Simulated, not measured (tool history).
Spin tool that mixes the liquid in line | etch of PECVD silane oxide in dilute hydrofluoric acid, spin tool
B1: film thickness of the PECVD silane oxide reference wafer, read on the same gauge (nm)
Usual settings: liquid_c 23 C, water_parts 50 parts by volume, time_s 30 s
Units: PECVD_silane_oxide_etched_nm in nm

Run 1, hour 0: usual settings but liquid_c 20 C; B1 39.99. Result: PECVD_silane_oxide_etched_nm 15.24 nm.
Run 2, hour 12.1: usual settings but water_parts 35 parts by volume; B1 40. Result: PECVD_silane_oxide_etched_nm 25.14 nm.
Run 3, hour 24.9: usual settings but water_parts 35 parts by volume; B1 39.98. Result: PECVD_silane_oxide_etched_nm 25.3 nm.
Run 4, hour 42: usual settings; B1 39.97. Result: PECVD_silane_oxide_etched_nm 17.46 nm.
Run 5, hour 63.2: usual settings; B1 40.02. Result: PECVD_silane_oxide_etched_nm 17.25 nm.
Run 6, hour 71.5: usual settings; B1 40. Result: PECVD_silane_oxide_etched_nm 17.44 nm.
Run 7, hour 79.9: usual settings; B1 39.99. Result: PECVD_silane_oxide_etched_nm 17.59 nm.
Run 8, hour 92.8: usual settings; B1 39.99. Result: PECVD_silane_oxide_etched_nm 17.48 nm.
Run 9, hour 109.2: usual settings; B1 40.01. Result: PECVD_silane_oxide_etched_nm 17.48 nm.
Run 10, hour 116.8: usual settings; B1 39.97. Result: PECVD_silane_oxide_etched_nm 17.39 nm.
At hour 124.6: hydrofluoric acid flow meter replaced.
At hour 132.4: thermometer replaced.
Run 11, hour 132.9: usual settings; B1 40.02. Result: PECVD_silane_oxide_etched_nm 15.49 nm.
Run 12, hour 140.2: usual settings but liquid_c 18.5 C; B1 40. Result: PECVD_silane_oxide_etched_nm 13.1 nm.
Run 13, hour 149.6: usual settings but water_parts 65 parts by volume, time_s 15 s; B1 39.98. Result: PECVD_silane_oxide_etched_nm 5.85 nm.
At hour 171.4: gauge calibrated.
Run 14, hour 181: usual settings but water_parts 65 parts by volume, time_s 15 s; B1 40.01. Result: PECVD_silane_oxide_etched_nm 5.97 nm.
Run 15, hour 195.8: usual settings but time_s 40 s; B1 39.99. Result: PECVD_silane_oxide_etched_nm 21.07 nm.
Run 16, hour 206: usual settings but time_s 15 s; B1 40.01. Result: PECVD_silane_oxide_etched_nm 7.89 nm.
Run 17, hour 215.6: usual settings but water_parts 65 parts by volume; B1 40. Result: PECVD_silane_oxide_etched_nm 11.8 nm.
Run 18, hour 232.6: usual settings but liquid_c 26 C, water_parts 35 parts by volume, time_s 40 s; B1 40. Result: PECVD_silane_oxide_etched_nm 35.08 nm.
Run 19, hour 241.1: usual settings but liquid_c 18.5 C; B1 39.98. Result: PECVD_silane_oxide_etched_nm 13.14 nm.
Run 20, hour 252.7: usual settings but liquid_c 21.5 C, water_parts 70 parts by volume, time_s 15 s; B1 40.01. Result: PECVD_silane_oxide_etched_nm 5.24 nm.
Run 21, hour 265.6: usual settings; B1 40. Result: PECVD_silane_oxide_etched_nm 16 nm.
Run 22, hour 273.4: usual settings; B1 40.02. Result: PECVD_silane_oxide_etched_nm 15.87 nm.
Run 23, hour 290.9: usual settings but time_s 20 s; B1 40.02. Result: PECVD_silane_oxide_etched_nm 10.47 nm.

3 ways to go on from here, each from the tool as it stands after run 23. What would each give?
Run A, hour 291.3: usual settings; B1 ?. Result: PECVD_silane_oxide_etched_nm ?.
Run B, hour 291.3: usual settings but liquid_c 27.5 C; B1 ?. Result: PECVD_silane_oxide_etched_nm ?.
Run C, hour 291.3: usual settings but liquid_c 26 C, water_parts 35 parts by volume; B1 ?. Result: PECVD_silane_oxide_etched_nm ?.

run     B1  PECVD_silane_oxide_etched_nm
  A  40.02                         15.94
  B  40.02                         19.13
  C  40.02                         26.29
Without the tool's hidden state the same runs would have given:
run  PECVD_silane_oxide_etched_nm
  A                         15.56
  B                         18.69
  C                         25.67
